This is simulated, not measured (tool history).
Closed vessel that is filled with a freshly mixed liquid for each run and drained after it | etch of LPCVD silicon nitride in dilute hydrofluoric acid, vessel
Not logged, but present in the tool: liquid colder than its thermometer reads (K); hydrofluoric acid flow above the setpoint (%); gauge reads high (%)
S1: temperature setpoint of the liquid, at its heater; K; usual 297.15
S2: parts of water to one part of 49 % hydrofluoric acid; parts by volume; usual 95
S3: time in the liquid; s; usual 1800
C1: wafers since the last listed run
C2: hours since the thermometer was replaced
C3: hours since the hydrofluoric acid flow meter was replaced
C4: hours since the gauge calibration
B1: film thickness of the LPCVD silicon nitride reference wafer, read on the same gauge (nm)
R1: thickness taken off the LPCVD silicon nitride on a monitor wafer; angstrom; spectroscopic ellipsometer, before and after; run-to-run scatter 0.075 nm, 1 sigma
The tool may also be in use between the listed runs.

{"run": 1, "hour": 0.0, "S1": 297.15, "S2": 95, "S3": 1800, "C1": 0, "C2": 112.6, "C3": 1367.4, "C4": 1458.7, "B1": 62.94, "R1": 105.6}
{"run": 2, "hour": 45.7, "S1": 297.15, "S2": 95, "S3": 1800, "C1": 2184, "C2": 158.3, "C3": 1413.1, "C4": 1504.4, "B1": 63.0, "R1": 105.6}
{"run": 3, "hour": 73.6, "S1": 297.15, "S2": 95, "S3": 970, "C1": 1333, "C2": 186.2, "C3": 1441.0, "C4": 1532.3, "B1": 63.1, "R1": 57.0}
{"run": 4, "hour": 141.9, "S1": 297.15, "S2": 95, "S3": 970, "C1": 3265, "C2": 254.5, "C3": 1509.3, "C4": 1600.6, "B1": 63.2, "R1": 57.3}
{"run": 5, "hour": 206.9, "S1": 297.15, "S2": 95, "S3": 1800, "C1": 3107, "C2": 319.5, "C3": 1574.3, "C4": 1665.6, "B1": 63.37, "R1": 106.8}
{"run": 6, "hour": 258.2, "S1": 297.15, "S2": 95, "S3": 1800, "C1": 2452, "C2": 370.8, "C3": 1625.6, "C4": 1716.9, "B1": 63.48, "R1": 106.5}
{"run": 7, "hour": 285.8, "S1": 297.15, "S2": 95, "S3": 1800, "C1": 1319, "C2": 398.4, "C3": 1653.2, "C4": 1744.5, "B1": 63.56, "R1": 105.5}
{"run": 8, "hour": 354.1, "S1": 296.15, "S2": 95, "S3": 1800, "C1": 3265, "C2": 466.7, "C3": 1721.5, "C4": 1812.8, "B1": 63.71, "R1": 100.7}
{"run": 9, "hour": 395.1, "S1": 297.15, "S2": 80, "S3": 1800, "C1": 1960, "C2": 507.7, "C3": 1762.5, "C4": 1853.8, "B1": 63.79, "R1": 127.2}
{"run": 10, "hour": 432.6, "S1": 296.15, "S2": 95, "S3": 1800, "C1": 1792, "C2": 545.2, "C3": 1800.0, "C4": 1891.3, "B1": 63.93, "R1": 100.6}
{"run": 11, "hour": 489.5, "S1": 297.15, "S2": 50, "S3": 1120, "C1": 2720, "C2": 602.1, "C3": 1856.9, "C4": 1948.2, "B1": 63.99, "R1": 125.2}
{"run": 12, "hour": 555.0, "S1": 292.65, "S2": 130, "S3": 2120, "C1": 3131, "C2": 667.6, "C3": 1922.4, "C4": 2013.7, "B1": 64.21, "R1": 68.7}
{"run": 13, "hour": 581.4, "S1": 301.15, "S2": 95, "S3": 955, "C1": 1262, "C2": 694.0, "C3": 1948.8, "C4": 2040.1, "B1": 64.21, "R1": 74.4}
{"run": 14, "hour": 617.7, "S1": 299.65, "S2": 80, "S3": 880, "C1": 1735, "C2": 730.3, "C3": 1985.1, "C4": 2076.4, "B1": 64.29, "R1": 74.0}
{"run": 15, "hour": 689.7, "S1": 293.15, "S2": 135, "S3": 1800, "C1": 3442, "C2": 802.3, "C3": 2057.1, "C4": 2148.4, "B1": 64.47, "R1": 59.1}
{"hour": 718.5, "done": "thermometer replaced"}
{"run": 16, "hour": 741.9, "S1": 297.15, "S2": 95, "S3": 1800, "C1": 2447, "C2": 23.4, "C3": 2109.3, "C4": 2200.6, "B1": 64.6, "R1": 107.2}
{"run": 17, "hour": 781.8, "S1": 294.15, "S2": 60, "S3": 2170, "C1": 1907, "C2": 63.3, "C3": 2149.2, "C4": 2240.5, "B1": 64.63, "R1": 168.1}
{"hour": 827.5, "done": "hydrofluoric acid flow meter replaced"}
{"run": 18, "hour": 836.0, "S1": 297.15, "S2": 95, "S3": 1800, "C1": 2543, "C2": 117.5, "C3": 8.5, "C4": 2294.7, "B1": 64.79, "R1": 109.3}
{"run": 19, "hour": 889.8, "S1": 300.15, "S2": 95, "S3": 2410, "C1": 2572, "C2": 171.3, "C3": 62.3, "C4": 2348.5, "B1": 64.92, "R1": 176.4}
{"run": 20, "hour": 951.6, "S1": 297.15, "S2": 95, "S3": 1800, "C1": 2954, "C2": 233.1, "C3": 124.1, "C4": 2410.3, "B1": 65.06, "R1": 108.8}
{"run": 21, "hour": 1017.0, "S1": 300.65, "S2": 95, "S3": 1260, "C1": 3126, "C2": 298.5, "C3": 189.5, "C4": 2475.7, "B1": 65.19, "R1": 96.3}
{"hour": 1066.3, "done": "gauge calibrated"}
{"run": 22, "hour": 1088.5, "S1": 300.15, "S2": 140, "S3": 985, "C1": 3418, "C2": 370.0, "C3": 261.0, "C4": 22.2, "B1": 60.27, "R1": 46.0}
{"run": 23, "hour": 1150.6, "S1": 297.15, "S2": 115, "S3": 1255, "C1": 2968, "C2": 432.1, "C3": 323.1, "C4": 84.3, "B1": 60.37, "R1": 58.4}
{"run": 24, "hour": 1213.9, "S1": 297.15, "S2": 95, "S3": 1800, "C1": 3026, "C2": 495.4, "C3": 386.4, "C4": 147.6, "B1": 60.53, "R1": 101.3}
{"run": 25, "hour": 1240.1, "S1": 300.15, "S2": 95, "S3": 2120, "C1": 1252, "C2": 521.6, "C3": 412.6, "C4": 173.8, "B1": 60.62, "R1": 146.6}
{"run": 26, "hour": 1268.0, "S1": 293.65, "S2": 95, "S3": 1800, "C1": 1333, "C2": 549.5, "C3": 440.5, "C4": 201.7, "B1": 60.63, "R1": 80.1}
{"run": 27, "hour": 1309.8, "S1": 299.15, "S2": 50, "S3": 2130, "C1": 1998, "C2": 591.3, "C3": 482.3, "C4": 243.5, "B1": 60.75, "R1": 256.8}
{"run": 28, "hour": 1350.4, "S1": 297.15, "S2": 55, "S3": 1800, "C1": 1940, "C2": 631.9, "C3": 522.9, "C4": 284.1, "B1": 60.83, "R1": 173.2}
{"run": 29, "hour": 1396.0, "S1": 292.65, "S2": 50, "S3": 1305, "C1": 2180, "C2": 677.5, "C3": 568.5, "C4": 329.7, "B1": 60.94, "R1": 101.5}
{"run": 30, "hour": 1421.9, "S1": 294.15, "S2": 70, "S3": 1800, "C1": 1238, "C2": 703.4, "C3": 594.4, "C4": 355.6, "B1": 60.95, "R1": 112.7}
{"hour": 1475.1, "done": "thermometer replaced"}
{"run": 31, "hour": 1480.8, "S1": 297.15, "S2": 95, "S3": 1800, "C1": 2768, "C2": 5.7, "C3": 653.3, "C4": 414.5, "B1": 61.14, "R1": 103.5}
{"run": 32, "hour": 1546.1, "S1": 300.65, "S2": 95, "S3": 2255, "C1": 3121, "C2": 71.0, "C3": 718.6, "C4": 479.8, "B1": 61.31, "R1": 160.7}

Run-by-run hidden state of the tool:
liquid colder than its thermometer reads (K): 0 in every run
hydrofluoric acid flow above the setpoint (%): 0 in every run
H1: gauge reads high (%)
run=1 H1=4.85
run=2 H1=5.02
run=3 H1=5.13
run=4 H1=5.39
run=5 H1=5.63
run=6 H1=5.82
run=7 H1=5.93
run=8 H1=6.18
run=9 H1=6.34
run=10 H1=6.48
run=11 H1=6.69
run=12 H1=6.94
run=13 H1=7.04
run=14 H1=7.18
run=15 H1=7.45
run=16 H1=7.64
run=17 H1=7.79
run=18 H1=8
run=19 H1=8.2
run=20 H1=8.43
run=21 H1=8.68
run=22 H1=0.405
run=23 H1=0.639
run=24 H1=0.877
run=25 H1=0.975
run=26 H1=1.08
run=27 H1=1.24
run=28 H1=1.39
run=29 H1=1.56
run=30 H1=1.66
run=31 H1=1.88
run=32 H1=2.13
